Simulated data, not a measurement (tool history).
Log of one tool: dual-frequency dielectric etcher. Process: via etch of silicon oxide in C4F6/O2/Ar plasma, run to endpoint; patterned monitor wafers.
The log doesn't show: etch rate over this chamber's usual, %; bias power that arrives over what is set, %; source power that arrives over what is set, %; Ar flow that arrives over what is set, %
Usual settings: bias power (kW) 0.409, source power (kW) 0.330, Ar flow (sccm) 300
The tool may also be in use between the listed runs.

| run | day | bias power (kW) | source power (kW) | Ar flow (sccm) | wafers since the last listed run | hours since the last wet clean | hours since the last bias power generator calibration | hours since the last source power generator calibration | hours since the last Ar flow controller change | hours since the last upper electrode change | incoming incoming film thickness, nm | endpoint time (s) |
|---|---|---|---|---|---|---|---|---|---|---|---|---|
| 1 | 0.000 | 0.409 | 0.360 | 300 | 0 | 331.3 | 2712.9 | 4236.9 | 5475.2 | 4762.9 | 86.6 | 19.9 |
| 2 | 0.512 | 0.409 | 0.360 | 300 | 100 | 343.6 | 2725.2 | 4249.2 | 5487.5 | 4775.2 | 86.8 | 20.3 |
| 3 | 2.258 | 0.409 | 0.330 | 320 | 341 | 385.5 | 2767.1 | 4291.1 | 5529.4 | 4817.1 | 86.4 | 20.3 |
| 4 | 2.921 | 0.409 | 0.330 | 300 | 129 | 401.4 | 2783.0 | 4307.0 | 5545.3 | 4833.0 | 86.8 | 20.4 |
| 5 | 3.250 | 0.409 | 0.330 | 300 | 64 | 409.3 | 2790.9 | 4314.9 | 5553.2 | 4840.9 | 87.1 | 20.4 |
| 6 | 3.800 | 0.409 | 0.330 | 300 | 107 | 422.5 | 2804.1 | 4328.1 | 5566.4 | 4854.1 | 86.5 | 20.3 |
|  | 5.154 | upper electrode replaced |
| 7 | 5.175 | 0.409 | 0.330 | 300 | 73 | 455.5 | 2837.1 | 4361.1 | 5599.4 | 0.5 | 86.7 | 20.2 |
| 8 | 5.188 | 0.409 | 0.330 | 300 | 2 | 455.8 | 2837.4 | 4361.4 | 5599.7 | 0.8 | 86.9 | 20.0 |
| 9 | 5.321 | 0.409 | 0.330 | 300 | 26 | 459.0 | 2840.6 | 4364.6 | 5602.9 | 4.0 | 86.9 | 20.3 |
| 10 | 5.858 | 0.409 | 0.330 | 300 | 105 | 471.9 | 2853.5 | 4377.5 | 5615.8 | 16.9 | 86.7 | 19.9 |
|  | 6.896 | wet clean of the chamber |
| 11 | 6.917 | 0.409 | 0.330 | 300 | 11 | 0.5 | 2878.9 | 4402.9 | 5641.2 | 42.3 | 87.0 | 21.2 |
| 12 | 6.929 | 0.409 | 0.350 | 300 | 2 | 0.8 | 2879.2 | 4403.2 | 5641.5 | 42.6 | 87.3 | 21.0 |
| 13 | 7.021 | 0.409 | 0.330 | 300 | 17 | 3.0 | 2881.4 | 4405.4 | 5643.7 | 44.8 | 86.6 | 20.9 |
|  | 7.471 | Ar flow controller replaced |
| 14 | 7.492 | 0.409 | 0.330 | 345 | 43 | 14.3 | 2892.7 | 4416.7 | 0.5 | 56.1 | 87.2 | 21.6 |
| 15 | 8.142 | 0.409 | 0.330 | 300 | 127 | 29.9 | 2908.3 | 4432.3 | 16.1 | 71.7 | 86.6 | 20.8 |
| 16 | 8.404 | 0.409 | 0.330 | 300 | 51 | 36.2 | 2914.6 | 4438.6 | 22.4 | 78.0 | 87.1 | 21.0 |
|  | 8.575 | bias power generator calibrated |
| 17 | 8.717 | 0.409 | 0.330 | 265 | 28 | 43.7 | 3.4 | 4446.1 | 29.9 | 85.5 | 86.9 | 20.5 |
| 18 | 10.446 | 0.488 | 0.250 | 300 | 338 | 85.2 | 44.9 | 4487.6 | 71.4 | 127.0 | 86.6 | 21.0 |
|  | 11.133 | source power generator calibrated |
| 19 | 11.196 | 0.409 | 0.330 | 345 | 114 | 103.2 | 62.9 | 1.5 | 89.4 | 145.0 | 86.6 | 21.2 |
| 20 | 11.783 | 0.409 | 0.290 | 300 | 114 | 117.3 | 77.0 | 15.6 | 103.5 | 159.1 | 85.4 | 20.9 |
| 21 | 12.475 | 0.409 | 0.270 | 300 | 135 | 133.9 | 93.6 | 32.2 | 120.1 | 175.7 | 86.9 | 21.6 |
| 22 | 13.133 | 0.409 | 0.330 | 256 | 128 | 149.7 | 109.4 | 48.0 | 135.9 | 191.5 | 86.8 | 20.4 |
| 23 | 13.700 | 0.327 | 0.330 | 354 | 110 | 163.3 | 123.0 | 61.6 | 149.5 | 205.1 | 86.1 | 22.1 |
| 24 | 13.971 | 0.329 | 0.330 | 300 | 52 | 169.8 | 129.5 | 68.1 | 156.0 | 211.6 | 86.3 | 21.7 |

Forecast each of these 4 alternatives for the next run:
| A | 13.988 | 0.409 | 0.330 | 300 | 3 | 170.2 | 129.9 | 68.5 | 156.4 | 212.0 | 86.7 | ? |
| B | 13.988 | 0.341 | 0.270 | 300 | 3 | 170.2 | 129.9 | 68.5 | 156.4 | 212.0 | 86.7 | ? |
| C | 13.988 | 0.348 | 0.330 | 256 | 3 | 170.2 | 129.9 | 68.5 | 156.4 | 212.0 | 86.7 | ? |
| D | 13.988 | 0.359 | 0.400 | 300 | 3 | 170.2 | 129.9 | 68.5 | 156.4 | 212.0 | 86.7 | ? |

| run | endpoint time (s) |
|---|---|
| A | 20.4 |
| B | 22.2 |
| C | 20.9 |
| D | 20.3 |
Without the tool's hidden state the same runs would have given:
| run | endpoint time (s) |
|---|---|
| A | 20.9 |
| B | 22.7 |
| C | 21.4 |
| D | 20.8 |
